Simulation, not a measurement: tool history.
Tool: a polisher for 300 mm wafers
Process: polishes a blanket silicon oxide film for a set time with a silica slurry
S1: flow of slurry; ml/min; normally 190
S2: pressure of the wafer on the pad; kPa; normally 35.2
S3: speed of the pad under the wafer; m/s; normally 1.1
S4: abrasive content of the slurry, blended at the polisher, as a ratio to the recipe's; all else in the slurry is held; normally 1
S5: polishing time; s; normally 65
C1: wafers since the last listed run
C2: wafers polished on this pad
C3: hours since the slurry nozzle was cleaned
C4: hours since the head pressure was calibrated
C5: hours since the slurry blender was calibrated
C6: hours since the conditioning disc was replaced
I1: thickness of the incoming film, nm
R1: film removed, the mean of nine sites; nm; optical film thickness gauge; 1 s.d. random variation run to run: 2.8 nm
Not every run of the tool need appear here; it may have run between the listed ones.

run,hour,S1,S2,S3,S4,S5,C1,C2,C3,C4,C5,C6,I1,R1
1,0,155,35.2,1.1,1,65,0,9,321.9,40.8,55.3,333.4,1605.1,198
# hour 55.9: slurry nozzle cleaned
# hour 109.2: conditioning disc replaced and pad reconditioned
2,120.1,155,35.2,1.1,1,65,959,968,64.2,160.9,175.4,10.9,1593.8,218.3
3,172.3,190,35.2,1.1,1,65,427,1396,116.4,213.1,227.6,63.1,1556.6,234.3
4,341.1,190,35.2,1.1,1,65,1382,2779,285.2,381.9,396.4,231.9,1613.4,223.8
# hour 349.3: slurry blender recalibrated
5,370.6,190,35.2,1.1,1,65,225,3004,314.7,411.4,21.3,261.4,1581.7,218.9
# hour 384.2: head pressure recalibrated
6,397.4,190,35.2,1.1,1,80,203,3207,341.5,13.2,48.1,288.2,1597.1,270.4
# hour 409.9: worn pad replaced by a new one
7,444.7,190,35.2,1.1,1,65,354,285,388.8,60.5,95.4,335.5,1603.7,203.1
# hour 474.5: slurry nozzle cleaned
8,488.6,190,30.3,1.1,1,65,351,636,14.1,104.4,139.3,379.4,1604.8,215.3
# hour 519.7: conditioning disc replaced and pad reconditioned
9,528.9,130,35.2,1.1,1,59,313,950,54.4,144.7,179.6,9.2,1571.7,172.3
10,592.2,190,35.2,1.42,1,81,518,1468,117.7,208,242.9,72.5,1608.2,353.8
11,659.2,130,46.2,1.1,0.7,51,548,2017,184.7,275,309.9,139.5,1577.7,129.3
12,703.5,190,35.2,0.8,1,44,362,2380,229,319.3,354.2,183.8,1568.2,130.4
13,750,190,24.8,1.1,1.2,87,380,2761,275.5,365.8,400.7,230.3,1600.6,270.7
# hour 764: worn pad replaced by a new one
14,775.3,190,35.2,1.1,1,65,174,92,300.8,391.1,426,255.6,1568.4,224.1
# hour 780.2: head pressure recalibrated
# hour 787.2: slurry blender recalibrated
# hour 832.9: slurry nozzle cleaned
15,839,190,35.2,0.78,1.3,65,480,573,6.1,58.8,51.8,319.3,1594.9,225.1
16,871,130,35.2,1.1,1,59,262,835,38.1,90.8,83.8,351.3,1600.8,176.9
# hour 912.4: conditioning disc replaced and pad reconditioned
17,936.2,190,35.2,1.1,1.2,65,517,1353,103.3,156,149,23.8,1597.1,260.7
18,1003.7,190,35.2,1.1,1,65,552,1906,170.8,223.5,216.5,91.3,1589.8,242.2
19,1061.5,190,44.1,1.48,1,65,473,2379,228.6,281.3,274.3,149.1,1594.5,328
20,1100.4,135,35.2,0.74,1,85,318,2698,267.5,320.2,313.2,188,1557,193.8
21,1130.5,190,41.4,1.26,1,65,246,2944,297.6,350.3,343.3,218.1,1571.1,276.8
# hour 1163: worn pad replaced by a new one
# hour 1170.2: head pressure recalibrated
22,1188.7,190,40,1.28,0.9,51,427,194,355.8,18.5,401.5,276.3,1584.3,188.2
# hour 1233.7: slurry blender recalibrated
# hour 1239: slurry nozzle cleaned
23,1279.9,190,41.4,1.1,1.25,65,722,916,40.9,109.7,46.2,367.5,1584.3,300.1
24,1314.3,245,35.2,1.1,1.25,65,281,1198,75.3,144.1,80.6,401.9,1611.4,285.5

For some of the steps in R1 from one run to the next: how much would appear even if the tool had no hidden state, given the settings, what came in and random variation, and how much remains for the hidden state plus any gauge scatter that the measured result and the result without hidden state don't share?
The tool's hidden condition here consists of: removal rate lost through wear of the pad, %; slurry flow missing at the pad, %; deviation of the head's pressure from its setpoint, %; abrasive missing from the slurry, %; time polished since the conditioner stopped cutting, s.
Run 7 -> 8: S2 35.2 -> 30.3, slurry nozzle cleaned. R1 +12.2 nm: hidden state +31, all else -18.8.
Run 9 -> 10: S1 130 -> 190, S3 1.1 -> 1.42, S5 59 -> 81. R1 +181.5 nm: hidden state -1.4, all else +182.9.
Run 10 -> 11: S1 190 -> 130, S2 35.2 -> 46.2, S3 1.42 -> 1.1, S4 1 -> 0.7, S5 81 -> 51. R1 -224.5 nm: hidden state -2.7, all else -221.8.
Run 22 -> 23: S2 40 -> 41.4, S3 1.28 -> 1.1, S4 0.9 -> 1.25, S5 51 -> 65, slurry blender recalibrated, slurry nozzle cleaned. R1 +111.9 nm: hidden state +18.5, all else +93.4.

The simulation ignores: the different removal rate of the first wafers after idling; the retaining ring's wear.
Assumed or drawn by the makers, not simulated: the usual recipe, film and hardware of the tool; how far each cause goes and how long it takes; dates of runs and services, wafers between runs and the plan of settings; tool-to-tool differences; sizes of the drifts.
